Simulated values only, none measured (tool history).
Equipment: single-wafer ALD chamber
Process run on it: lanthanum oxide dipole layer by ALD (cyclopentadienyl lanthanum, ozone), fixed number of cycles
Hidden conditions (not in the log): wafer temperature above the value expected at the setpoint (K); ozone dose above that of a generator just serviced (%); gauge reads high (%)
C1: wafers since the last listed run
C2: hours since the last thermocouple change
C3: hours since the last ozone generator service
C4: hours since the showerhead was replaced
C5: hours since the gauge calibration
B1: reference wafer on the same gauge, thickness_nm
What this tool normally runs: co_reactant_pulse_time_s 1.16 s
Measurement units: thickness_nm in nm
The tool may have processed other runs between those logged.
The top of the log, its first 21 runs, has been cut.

{"run": 22, "day": 72.867, "co_reactant_pulse_time_s": 1.16, "C1": 989, "C2": 2426.7, "C3": 601.7, "C4": 1032.7, "C5": 604.8, "B1": 0.606, "thickness_nm": 0.505}
{"day": 81.062, "done": "ozone generator serviced"}
{"run": 23, "day": 82.675, "co_reactant_pulse_time_s": 1.02, "C1": 3251, "C2": 2662.1, "C3": 38.7, "C4": 1268.1, "C5": 840.2, "B1": 0.606, "thickness_nm": 0.503}
{"day": 83.275, "done": "thermocouple changed; heater temperature recalibrated"}
{"run": 24, "day": 86.842, "co_reactant_pulse_time_s": 1.16, "C1": 1315, "C2": 85.6, "C3": 138.7, "C4": 1368.1, "C5": 940.2, "B1": 0.606, "thickness_nm": 0.519}
{"run": 25, "day": 90.975, "co_reactant_pulse_time_s": 1.55, "C1": 1418, "C2": 184.8, "C3": 237.9, "C4": 1467.3, "C5": 1039.4, "B1": 0.607, "thickness_nm": 0.549}
{"run": 26, "day": 93.833, "co_reactant_pulse_time_s": 0.8, "C1": 981, "C2": 253.4, "C3": 306.5, "C4": 1535.9, "C5": 1108.0, "B1": 0.606, "thickness_nm": 0.45}
{"run": 27, "day": 97.021, "co_reactant_pulse_time_s": 1.16, "C1": 1093, "C2": 329.9, "C3": 383.0, "C4": 1612.4, "C5": 1184.5, "B1": 0.607, "thickness_nm": 0.509}
{"run": 28, "day": 99.692, "co_reactant_pulse_time_s": 1.16, "C1": 916, "C2": 394.0, "C3": 447.1, "C4": 1676.5, "C5": 1248.6, "B1": 0.606, "thickness_nm": 0.511}
{"run": 29, "day": 103.838, "co_reactant_pulse_time_s": 0.78, "C1": 1422, "C2": 493.5, "C3": 546.6, "C4": 1776.0, "C5": 1348.1, "B1": 0.606, "thickness_nm": 0.438}
{"day": 106.271, "done": "ozone generator serviced"}
{"run": 30, "day": 106.429, "co_reactant_pulse_time_s": 0.83, "C1": 775, "C2": 555.7, "C3": 3.8, "C4": 1838.2, "C5": 1410.3, "B1": 0.607, "thickness_nm": 0.467}
{"run": 31, "day": 108.379, "co_reactant_pulse_time_s": 1.41, "C1": 669, "C2": 602.5, "C3": 50.6, "C4": 1885.0, "C5": 1457.1, "B1": 0.605, "thickness_nm": 0.545}
{"run": 32, "day": 111.088, "co_reactant_pulse_time_s": 1.5, "C1": 929, "C2": 667.5, "C3": 115.6, "C4": 1950.0, "C5": 1522.1, "B1": 0.606, "thickness_nm": 0.549}
{"run": 33, "day": 114.579, "co_reactant_pulse_time_s": 1.16, "C1": 1198, "C2": 751.3, "C3": 199.4, "C4": 2033.8, "C5": 1605.9, "B1": 0.605, "thickness_nm": 0.517}
{"run": 34, "day": 116.783, "co_reactant_pulse_time_s": 1.57, "C1": 756, "C2": 804.2, "C3": 252.3, "C4": 2086.7, "C5": 1658.8, "B1": 0.606, "thickness_nm": 0.552}

Predict each of these 4 candidate next runs independently; none follows another, all start after run 34:
{"run": "A", "day": 116.8, "co_reactant_pulse_time_s": 1.16, "C1": 5, "C2": 804.6, "C3": 252.7, "C4": 2087.1, "C5": 1659.2, "B1": "?", "thickness_nm": "?"}
{"run": "B", "day": 116.8, "co_reactant_pulse_time_s": 0.87, "C1": 5, "C2": 804.6, "C3": 252.7, "C4": 2087.1, "C5": 1659.2, "B1": "?", "thickness_nm": "?"}
{"run": "C", "day": 116.8, "co_reactant_pulse_time_s": 0.86, "C1": 5, "C2": 804.6, "C3": 252.7, "C4": 2087.1, "C5": 1659.2, "B1": "?", "thickness_nm": "?"}
{"run": "D", "day": 116.8, "co_reactant_pulse_time_s": 0.81, "C1": 5, "C2": 804.6, "C3": 252.7, "C4": 2087.1, "C5": 1659.2, "B1": "?", "thickness_nm": "?"}

run=A B1=0.606 thickness_nm=0.515
run=B B1=0.606 thickness_nm=0.467
run=C B1=0.606 thickness_nm=0.465
run=D B1=0.606 thickness_nm=0.454
Had the tool no hidden state, the same runs would have come out as:
run=A thickness_nm=0.521
run=B thickness_nm=0.476
run=C thickness_nm=0.474
run=D thickness_nm=0.463
